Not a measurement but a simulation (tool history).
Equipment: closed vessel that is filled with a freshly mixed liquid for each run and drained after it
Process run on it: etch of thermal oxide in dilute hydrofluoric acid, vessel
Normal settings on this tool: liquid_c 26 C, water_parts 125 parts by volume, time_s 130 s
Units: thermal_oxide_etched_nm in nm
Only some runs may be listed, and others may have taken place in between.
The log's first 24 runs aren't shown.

run,hour,liquid_c,water_parts,time_s,"read-back film thickness of the thermal oxide reference wafer, read on the same gauge (nm)",thermal_oxide_etched_nm
25,640.7,23,70,130,60.01,8
26,674.8,26,160,100,59.91,2.73
27,707.3,28.5,125,195,59.8,7.82
28,722,22,165,90,59.74,2.04
29,737.3,29.5,125,130,59.7,5.45
30,754.3,26,125,130,59.69,4.68
31,789.3,26,125,175,59.57,6.25
32,811.1,26,125,130,59.52,4.66
33,833.8,21,125,130,59.48,3.75

Here are 5 independent what-if runs from the current tool condition. What would each one return?
A,834.5,26,125,130,?,?
B,834.5,31,165,130,?,?
C,834.5,26,70,100,?,?
D,834.5,23.5,185,160,?,?
E,834.5,26,125,180,?,?

run,"read-back film thickness of the thermal oxide reference wafer, read on the same gauge (nm)",thermal_oxide_etched_nm
A,59.46,4.7
B,59.46,4.07
C,59.46,6.94
D,59.46,3.32
E,59.46,6.51
Without the tool's hidden state the same runs would have given:
run,thermal_oxide_etched_nm
A,4.74
B,4.1
C,7
D,3.35
E,6.57
